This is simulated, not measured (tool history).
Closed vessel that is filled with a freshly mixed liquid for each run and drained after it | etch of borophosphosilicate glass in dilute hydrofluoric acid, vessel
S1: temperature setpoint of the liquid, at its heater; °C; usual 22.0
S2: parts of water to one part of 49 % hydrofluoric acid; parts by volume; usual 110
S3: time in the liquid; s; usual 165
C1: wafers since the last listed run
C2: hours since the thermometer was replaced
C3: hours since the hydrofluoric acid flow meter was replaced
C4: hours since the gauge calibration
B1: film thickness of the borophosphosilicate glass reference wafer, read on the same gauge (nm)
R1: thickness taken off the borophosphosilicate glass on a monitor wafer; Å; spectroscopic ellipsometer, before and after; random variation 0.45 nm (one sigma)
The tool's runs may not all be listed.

{"run": 1, "hour": 0.0, "S1": 22.0, "S2": 110, "S3": 165, "C1": 0, "C2": 395.3, "C3": 1542.5, "C4": 1273.3, "B1": 50.0, "R1": 448.5}
{"run": 2, "hour": 74.5, "S1": 22.0, "S2": 125, "S3": 205, "C1": 7084, "C2": 469.8, "C3": 1617.0, "C4": 1347.8, "B1": 49.99, "R1": 476.5}
{"hour": 124.7, "done": "hydrofluoric acid flow meter replaced"}
{"run": 3, "hour": 166.1, "S1": 24.0, "S2": 110, "S3": 165, "C1": 8615, "C2": 561.4, "C3": 41.4, "C4": 1439.4, "B1": 49.98, "R1": 536.7}
{"run": 4, "hour": 255.8, "S1": 22.0, "S2": 110, "S3": 165, "C1": 8529, "C2": 651.1, "C3": 131.1, "C4": 1529.1, "B1": 49.98, "R1": 483.1}
{"run": 5, "hour": 362.3, "S1": 22.0, "S2": 110, "S3": 165, "C1": 10127, "C2": 757.6, "C3": 237.6, "C4": 1635.6, "B1": 50.01, "R1": 477.9}
{"run": 6, "hour": 455.6, "S1": 22.0, "S2": 110, "S3": 165, "C1": 8872, "C2": 850.9, "C3": 330.9, "C4": 1728.9, "B1": 50.02, "R1": 479.5}
{"run": 7, "hour": 496.9, "S1": 22.0, "S2": 110, "S3": 165, "C1": 3927, "C2": 892.2, "C3": 372.2, "C4": 1770.2, "B1": 50.01, "R1": 478.0}
{"run": 8, "hour": 595.0, "S1": 22.0, "S2": 110, "S3": 165, "C1": 9328, "C2": 990.3, "C3": 470.3, "C4": 1868.3, "B1": 49.97, "R1": 477.6}
{"hour": 653.7, "done": "thermometer replaced"}
{"run": 9, "hour": 681.1, "S1": 22.0, "S2": 110, "S3": 165, "C1": 8092, "C2": 27.4, "C3": 556.4, "C4": 1954.4, "B1": 50.01, "R1": 477.5}
{"run": 10, "hour": 787.6, "S1": 23.5, "S2": 110, "S3": 220, "C1": 10127, "C2": 133.9, "C3": 662.9, "C4": 2060.9, "B1": 49.98, "R1": 668.1}
{"run": 11, "hour": 844.4, "S1": 22.0, "S2": 110, "S3": 165, "C1": 5401, "C2": 190.7, "C3": 719.7, "C4": 2117.7, "B1": 50.01, "R1": 461.9}
{"run": 12, "hour": 916.0, "S1": 22.0, "S2": 110, "S3": 165, "C1": 6808, "C2": 262.3, "C3": 791.3, "C4": 2189.3, "B1": 49.98, "R1": 470.8}
{"run": 13, "hour": 954.1, "S1": 22.0, "S2": 80, "S3": 165, "C1": 3623, "C2": 300.4, "C3": 829.4, "C4": 2227.4, "B1": 50.0, "R1": 668.4}
{"run": 14, "hour": 1048.0, "S1": 22.0, "S2": 90, "S3": 100, "C1": 8929, "C2": 394.3, "C3": 923.3, "C4": 2321.3, "B1": 49.98, "R1": 360.1}
{"hour": 1079.9, "done": "gauge calibrated"}
{"run": 15, "hour": 1113.5, "S1": 22.0, "S2": 155, "S3": 165, "C1": 6228, "C2": 459.8, "C3": 988.8, "C4": 33.6, "B1": 50.04, "R1": 313.4}
{"run": 16, "hour": 1175.1, "S1": 22.0, "S2": 110, "S3": 165, "C1": 5857, "C2": 521.4, "C3": 1050.4, "C4": 95.2, "B1": 49.98, "R1": 462.0}
{"run": 17, "hour": 1235.6, "S1": 22.0, "S2": 60, "S3": 215, "C1": 5753, "C2": 581.9, "C3": 1110.9, "C4": 155.7, "B1": 50.01, "R1": 1179.6}
{"run": 18, "hour": 1333.9, "S1": 20.5, "S2": 110, "S3": 165, "C1": 9347, "C2": 680.2, "C3": 1209.2, "C4": 254.0, "B1": 50.0, "R1": 432.5}
{"run": 19, "hour": 1392.4, "S1": 22.0, "S2": 110, "S3": 165, "C1": 5562, "C2": 738.7, "C3": 1267.7, "C4": 312.5, "B1": 50.0, "R1": 451.4}
{"run": 20, "hour": 1456.1, "S1": 17.0, "S2": 140, "S3": 90, "C1": 6057, "C2": 802.4, "C3": 1331.4, "C4": 376.2, "B1": 50.01, "R1": 151.9}
{"hour": 1473.6, "done": "hydrofluoric acid flow meter replaced"}
{"hour": 1569.2, "done": "thermometer replaced"}
{"run": 21, "hour": 1634.0, "S1": 22.0, "S2": 165, "S3": 165, "C1": 16726, "C2": 64.8, "C3": 160.4, "C4": 554.1, "B1": 50.02, "R1": 304.0}
{"run": 22, "hour": 1731.1, "S1": 22.0, "S2": 110, "S3": 165, "C1": 9233, "C2": 161.9, "C3": 257.5, "C4": 651.2, "B1": 50.0, "R1": 481.3}
{"run": 23, "hour": 1771.1, "S1": 22.0, "S2": 70, "S3": 165, "C1": 3803, "C2": 201.9, "C3": 297.5, "C4": 691.2, "B1": 50.02, "R1": 775.9}
{"run": 24, "hour": 1856.2, "S1": 18.5, "S2": 65, "S3": 85, "C1": 8092, "C2": 287.0, "C3": 382.6, "C4": 776.3, "B1": 50.01, "R1": 371.4}

Forecast each of these 4 alternatives for the next run:
{"run": "A", "hour": 1856.9, "S1": 19.0, "S2": 110, "S3": 165, "C1": 66, "C2": 287.7, "C3": 383.3, "C4": 777.0, "B1": "?", "R1": "?"}
{"run": "B", "hour": 1856.9, "S1": 22.0, "S2": 65, "S3": 230, "C1": 66, "C2": 287.7, "C3": 383.3, "C4": 777.0, "B1": "?", "R1": "?"}
{"run": "C", "hour": 1856.9, "S1": 17.5, "S2": 110, "S3": 165, "C1": 66, "C2": 287.7, "C3": 383.3, "C4": 777.0, "B1": "?", "R1": "?"}
{"run": "D", "hour": 1856.9, "S1": 26.0, "S2": 160, "S3": 165, "C1": 66, "C2": 287.7, "C3": 383.3, "C4": 777.0, "B1": "?", "R1": "?"}

run=A B1=50.00 R1=424.2
run=B B1=50.00 R1=1194.2
run=C B1=50.00 R1=398.7
run=D B1=50.00 R1=361.9
Without the tool's hidden state the same runs would have given:
run=A R1=439.4
run=B R1=1235.4
run=C R1=412.9
run=D R1=375.7
